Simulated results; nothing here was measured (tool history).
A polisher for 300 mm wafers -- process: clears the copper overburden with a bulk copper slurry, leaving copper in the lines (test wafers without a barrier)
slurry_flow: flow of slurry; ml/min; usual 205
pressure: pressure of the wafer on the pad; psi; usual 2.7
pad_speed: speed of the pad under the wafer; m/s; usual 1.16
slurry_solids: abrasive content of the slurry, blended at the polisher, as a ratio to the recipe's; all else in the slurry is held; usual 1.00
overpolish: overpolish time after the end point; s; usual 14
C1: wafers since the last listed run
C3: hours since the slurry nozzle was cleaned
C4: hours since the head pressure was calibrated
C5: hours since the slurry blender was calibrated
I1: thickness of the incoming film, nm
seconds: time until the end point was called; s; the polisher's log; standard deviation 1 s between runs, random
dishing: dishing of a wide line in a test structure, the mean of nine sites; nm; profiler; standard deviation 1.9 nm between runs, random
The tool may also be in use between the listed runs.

run 1 day=0.000 | slurry_flow=205 pressure=2.7 pad_speed=1.16 slurry_solids=1.00 overpolish=14 | C1=0 wafers_polished_on_this_pad=411 C3=734.7 C4=745.2 C5=120.2 | I1=676.5 | seconds=55.6 dishing=80.1
run 2 day=0.538 | slurry_flow=205 pressure=2.7 pad_speed=1.16 slurry_solids=1.00 overpolish=14 | C1=165 wafers_polished_on_this_pad=577 C3=747.6 C4=758.1 C5=133.1 | I1=682.2 | seconds=56.4 dishing=76.8
run 3 day=1.183 | slurry_flow=205 pressure=2.2 pad_speed=1.16 slurry_solids=1.00 overpolish=14 | C1=198 wafers_polished_on_this_pad=775 C3=763.1 C4=773.6 C5=148.6 | I1=674.1 | seconds=65.3 dishing=71.0
run 4 day=1.775 | slurry_flow=205 pressure=2.7 pad_speed=1.16 slurry_solids=1.00 overpolish=14 | C1=181 wafers_polished_on_this_pad=957 C3=777.3 C4=787.8 C5=162.8 | I1=684.7 | seconds=56.3 dishing=76.0
-- day=2.454 worn pad replaced by a new one
run 5 day=2.475 | slurry_flow=205 pressure=2.7 pad_speed=1.16 slurry_solids=1.00 overpolish=14 | C1=163 wafers_polished_on_this_pad=6 C3=794.1 C4=804.6 C5=179.6 | I1=683.7 | seconds=53.8 dishing=77.2
run 6 day=2.688 | slurry_flow=205 pressure=2.7 pad_speed=1.16 slurry_solids=1.00 overpolish=14 | C1=65 wafers_polished_on_this_pad=71 C3=799.2 C4=809.7 C5=184.7 | I1=689.2 | seconds=57.2 dishing=77.5
run 7 day=3.138 | slurry_flow=205 pressure=2.7 pad_speed=1.16 slurry_solids=1.00 overpolish=14 | C1=138 wafers_polished_on_this_pad=210 C3=810.0 C4=820.5 C5=195.5 | I1=671.6 | seconds=54.7 dishing=78.5
run 8 day=3.429 | slurry_flow=205 pressure=2.7 pad_speed=1.16 slurry_solids=1.00 overpolish=14 | C1=89 wafers_polished_on_this_pad=299 C3=817.0 C4=827.5 C5=202.5 | I1=684.9 | seconds=56.7 dishing=78.8
run 9 day=3.867 | slurry_flow=205 pressure=2.7 pad_speed=1.16 slurry_solids=1.00 overpolish=14 | C1=134 wafers_polished_on_this_pad=434 C3=827.5 C4=838.0 C5=213.0 | I1=673.9 | seconds=57.2 dishing=79.8
run 10 day=4.500 | slurry_flow=225 pressure=2.7 pad_speed=1.16 slurry_solids=1.00 overpolish=14 | C1=194 wafers_polished_on_this_pad=628 C3=842.7 C4=853.2 C5=228.2 | I1=684.3 | seconds=54.7 dishing=81.2
run 11 day=5.021 | slurry_flow=205 pressure=2.7 pad_speed=1.16 slurry_solids=1.00 overpolish=14 | C1=159 wafers_polished_on_this_pad=788 C3=855.2 C4=865.7 C5=240.7 | I1=691.2 | seconds=57.4 dishing=77.4
run 12 day=5.292 | slurry_flow=235 pressure=2.7 pad_speed=1.16 slurry_solids=1.00 overpolish=21 | C1=83 wafers_polished_on_this_pad=871 C3=861.7 C4=872.2 C5=247.2 | I1=678.1 | seconds=54.4 dishing=93.2
run 13 day=5.700 | slurry_flow=205 pressure=2.7 pad_speed=1.16 slurry_solids=1.00 overpolish=14 | C1=125 wafers_polished_on_this_pad=997 C3=871.5 C4=882.0 C5=257.0 | I1=686.3 | seconds=57.0 dishing=79.5
-- day=6.104 head pressure recalibrated
run 14 day=6.125 | slurry_flow=205 pressure=2.7 pad_speed=1.16 slurry_solids=1.00 overpolish=14 | C1=104 wafers_polished_on_this_pad=1102 C3=881.7 C4=0.5 C5=267.2 | I1=684.7 | seconds=56.0 dishing=78.2
-- day=6.367 slurry nozzle cleaned
run 15 day=6.400 | slurry_flow=205 pressure=3.4 pad_speed=1.46 slurry_solids=1.00 overpolish=11 | C1=71 wafers_polished_on_this_pad=1174 C3=0.8 C4=7.1 C5=273.8 | I1=676.4 | seconds=37.2 dishing=90.1
-- day=6.938 worn pad replaced by a new one
run 16 day=7.017 | slurry_flow=205 pressure=2.7 pad_speed=1.16 slurry_solids=1.00 overpolish=14 | C1=138 wafers_polished_on_this_pad=23 C3=15.6 C4=21.9 C5=288.6 | I1=673.7 | seconds=55.0 dishing=78.3
run 17 day=7.417 | slurry_flow=205 pressure=2.7 pad_speed=1.16 slurry_solids=1.00 overpolish=14 | C1=122 wafers_polished_on_this_pad=146 C3=25.2 C4=31.5 C5=298.2 | I1=673.4 | seconds=55.9 dishing=74.2
run 18 day=8.138 | slurry_flow=205 pressure=2.7 pad_speed=1.16 slurry_solids=1.25 overpolish=14 | C1=221 wafers_polished_on_this_pad=368 C3=42.5 C4=48.8 C5=315.5 | I1=682.0 | seconds=53.9 dishing=80.9
-- day=8.442 slurry blender recalibrated
run 19 day=8.742 | slurry_flow=205 pressure=2.3 pad_speed=1.44 slurry_solids=1.00 overpolish=14 | C1=159 wafers_polished_on_this_pad=528 C3=57.0 C4=63.3 C5=7.2 | I1=674.9 | seconds=54.8 dishing=77.7
run 20 day=9.229 | slurry_flow=205 pressure=3.6 pad_speed=1.04 slurry_solids=1.20 overpolish=14 | C1=149 wafers_polished_on_this_pad=677 C3=68.7 C4=75.0 C5=18.9 | I1=693.2 | seconds=46.9 dishing=98.2
run 21 day=9.667 | slurry_flow=205 pressure=2.7 pad_speed=1.16 slurry_solids=1.15 overpolish=14 | C1=134 wafers_polished_on_this_pad=812 C3=79.2 C4=85.5 C5=29.4 | I1=672.8 | seconds=52.5 dishing=81.8
run 22 day=10.400 | slurry_flow=205 pressure=3.6 pad_speed=1.16 slurry_solids=1.00 overpolish=14 | C1=225 wafers_polished_on_this_pad=1037 C3=96.8 C4=103.1 C5=47.0 | I1=679.9 | seconds=41.5 dishing=93.5
run 23 day=10.929 | slurry_flow=205 pressure=2.7 pad_speed=1.16 slurry_solids=1.25 overpolish=20 | C1=162 wafers_polished_on_this_pad=1200 C3=109.5 C4=115.8 C5=59.7 | I1=675.8 | seconds=50.7 dishing=97.7
-- day=11.508 worn pad replaced by a new one
run 24 day=11.550 | slurry_flow=205 pressure=2.7 pad_speed=0.92 slurry_solids=1.00 overpolish=7 | C1=139 wafers_polished_on_this_pad=12 C3=124.4 C4=130.7 C5=74.6 | I1=685.7 | seconds=66.0 dishing=43.4
run 25 day=12.171 | slurry_flow=205 pressure=2.7 pad_speed=1.16 slurry_solids=0.85 overpolish=14 | C1=190 wafers_polished_on_this_pad=203 C3=139.3 C4=145.6 C5=89.5 | I1=684.8 | seconds=56.6 dishing=76.4
run 26 day=12.896 | slurry_flow=205 pressure=2.7 pad_speed=0.82 slurry_solids=1.00 overpolish=14 | C1=222 wafers_polished_on_this_pad=426 C3=156.7 C4=163.0 C5=106.9 | I1=667.5 | seconds=71.2 dishing=68.6
run 27 day=13.171 | slurry_flow=205 pressure=2.7 pad_speed=1.16 slurry_solids=1.00 overpolish=14 | C1=84 wafers_polished_on_this_pad=510 C3=163.3 C4=169.6 C5=113.5 | I1=679.3 | seconds=54.4 dishing=75.6
run 28 day=13.808 | slurry_flow=205 pressure=1.9 pad_speed=1.16 slurry_solids=1.00 overpolish=20 | C1=195 wafers_polished_on_this_pad=706 C3=178.6 C4=184.9 C5=128.8 | I1=669.7 | seconds=74.4 dishing=76.3
run 29 day=14.529 | slurry_flow=205 pressure=2.4 pad_speed=1.16 slurry_solids=1.00 overpolish=20 | C1=221 wafers_polished_on_this_pad=927 C3=195.9 C4=202.2 C5=146.1 | I1=691.8 | seconds=62.3 dishing=85.0
-- day=15.067 worn pad replaced by a new one
run 30 day=15.088 | slurry_flow=205 pressure=2.7 pad_speed=1.04 slurry_solids=0.85 overpolish=14 | C1=120 wafers_polished_on_this_pad=6 C3=209.3 C4=215.6 C5=159.5 | I1=676.2 | seconds=62.6 dishing=76.0

What was the tool's hidden state at every run in the log?
removal rate lost through wear of the pad, %: 0 in every run
slurry flow missing at the pad, %: 0 in every run
deviation of the head's pressure from its setpoint, %: 0 in every run
abrasive missing from the slurry, %: 0 in every run

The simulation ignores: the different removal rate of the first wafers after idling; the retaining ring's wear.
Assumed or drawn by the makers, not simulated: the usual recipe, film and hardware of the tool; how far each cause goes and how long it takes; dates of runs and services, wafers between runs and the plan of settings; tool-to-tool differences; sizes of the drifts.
